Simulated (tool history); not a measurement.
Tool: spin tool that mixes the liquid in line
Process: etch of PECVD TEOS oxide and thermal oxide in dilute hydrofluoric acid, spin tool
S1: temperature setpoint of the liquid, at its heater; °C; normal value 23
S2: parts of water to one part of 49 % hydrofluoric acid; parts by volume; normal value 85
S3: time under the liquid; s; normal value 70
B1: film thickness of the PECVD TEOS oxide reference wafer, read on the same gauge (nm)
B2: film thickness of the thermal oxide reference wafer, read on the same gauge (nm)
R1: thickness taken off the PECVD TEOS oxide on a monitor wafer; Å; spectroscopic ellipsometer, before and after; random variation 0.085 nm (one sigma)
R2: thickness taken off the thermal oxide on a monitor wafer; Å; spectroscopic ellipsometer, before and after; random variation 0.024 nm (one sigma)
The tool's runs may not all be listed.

Run 1, day 0: usual settings; B1 29.98; B2 50.016. Result: R1 231.3 Å, R2 35.78 Å.
Run 2, day 0.504: usual settings; B1 29.99; B2 50.028. Result: R1 230 Å, R2 35.03 Å.
Run 3, day 1.483: usual settings but S1 21 °C, S2 60 parts by volume, S3 50 s; B1 29.99; B2 50.018. Result: R1 221.8 Å, R2 34.08 Å.
Run 4, day 2.596: usual settings but S1 19 °C, S2 70 parts by volume, S3 35 s; B1 30.01; B2 50.024. Result: R1 121.1 Å, R2 18.45 Å.
Run 5, day 3.383: usual settings; B1 30.02; B2 49.99. Result: R1 230.8 Å, R2 35.26 Å.
Run 6, day 4.004: usual settings but S1 24.5 °C; B1 29.99; B2 49.985. Result: R1 245.9 Å, R2 37.7 Å.
Run 7, day 4.85: usual settings; B1 30.01; B2 49.984. Result: R1 231.5 Å, R2 35.51 Å.
At day 5.792: gauge calibrated.
Run 8, day 5.942: usual settings but S2 50 parts by volume; B1 30; B2 50.003. Result: R1 408.7 Å, R2 62.37 Å.
Run 9, day 7.1: usual settings but S2 55 parts by volume; B1 30.01; B2 50.036. Result: R1 371.7 Å, R2 56.86 Å.
Run 10, day 8.45: usual settings; B1 30; B2 50.013. Result: R1 232.4 Å, R2 35.34 Å.
Run 11, day 9.9: usual settings but S1 27.5 °C, S3 40 s; B1 30.01; B2 50.041. Result: R1 158.7 Å, R2 24.38 Å.
Run 12, day 11.138: usual settings but S1 27.5 °C; B1 30.02; B2 49.956. Result: R1 276.6 Å, R2 42.19 Å.
Run 13, day 12.496: usual settings but S2 60 parts by volume; B1 30; B2 50.035. Result: R1 338.6 Å, R2 51.99 Å.
Run 14, day 13.183: usual settings but S1 24.5 °C, S2 105 parts by volume, S3 50 s; B1 29.97; B2 50.002. Result: R1 138.8 Å, R2 21.25 Å.
At day 13.371: thermometer replaced.
Run 15, day 13.912: usual settings but S1 19 °C, S2 105 parts by volume, S3 85 s; B1 29.99; B2 49.999. Result: R1 199.5 Å, R2 30.76 Å.
Run 16, day 14.512: usual settings but S3 45 s; B1 30.02; B2 49.996. Result: R1 157.9 Å, R2 24.08 Å.
Run 17, day 15.883: usual settings but S1 20.5 °C, S2 100 parts by volume; B1 30.01; B2 49.993. Result: R1 185.8 Å, R2 28.77 Å.
Run 18, day 16.929: usual settings but S2 55 parts by volume, S3 50 s; B1 29.97; B2 50.015. Result: R1 283.6 Å, R2 43.73 Å.
Run 19, day 17.458: usual settings but S1 26 °C, S2 75 parts by volume; B1 30; B2 50.01. Result: R1 319.1 Å, R2 48.55 Å.
Run 20, day 18.304: usual settings; B1 29.99; B2 49.994. Result: R1 246.5 Å, R2 38 Å.
Run 21, day 19.433: usual settings but S1 18.5 °C, S3 90 s; B1 30.03; B2 49.988. Result: R1 263 Å, R2 39.96 Å.
Run 22, day 20.788: usual settings but S2 105 parts by volume, S3 95 s; B1 30; B2 49.989. Result: R1 264.1 Å, R2 40.23 Å.
Run 23, day 22.262: usual settings but S1 26 °C, S2 75 parts by volume; B1 29.98; B2 50.006. Result: R1 320.6 Å, R2 48.72 Å.
Run 24, day 24.254: usual settings but S2 115 parts by volume, S3 55 s; B1 30.01; B2 50.021. Result: R1 138.1 Å, R2 20.88 Å.
Run 25, day 25.588: usual settings but S1 21 °C; B1 30.02; B2 49.983. Result: R1 226.9 Å, R2 34.79 Å.
Run 26, day 26.258: usual settings but S1 18.5 °C, S2 100 parts by volume, S3 55 s; B1 30.01; B2 50.015. Result: R1 134.4 Å, R2 20.57 Å.

Each row is a separate what-if for the run after 26, all from the same tool condition, not one after another. Results?
Run A, day 26.275: usual settings but S1 27 °C; B1 ?; B2 ?. Result: R1 ?, R2 ?.
Run B, day 26.275: usual settings but S3 105 s; B1 ?; B2 ?. Result: R1 ?, R2 ?.
Run C, day 26.275: usual settings but S1 27 °C, S2 45 parts by volume, S3 55 s; B1 ?; B2 ?. Result: R1 ?, R2 ?.
Run D, day 26.275: usual settings but S1 25.5 °C, S3 85 s; B1 ?; B2 ?. Result: R1 ?, R2 ?.

run     B1      B2     R1     R2
  A  29.99  50.036  287.9  44.73
  B  29.99  50.036  368.2  57.21
  C  29.99  50.036  451.2   70.1
  D  29.99  50.036  329.5  51.19
Stripped of hidden state, with their random variation kept, the same runs would have yielded:
run     R1     R2
  A    285  44.28
  B  364.7  56.66
  C  447.3  69.49
  D  326.3  50.69

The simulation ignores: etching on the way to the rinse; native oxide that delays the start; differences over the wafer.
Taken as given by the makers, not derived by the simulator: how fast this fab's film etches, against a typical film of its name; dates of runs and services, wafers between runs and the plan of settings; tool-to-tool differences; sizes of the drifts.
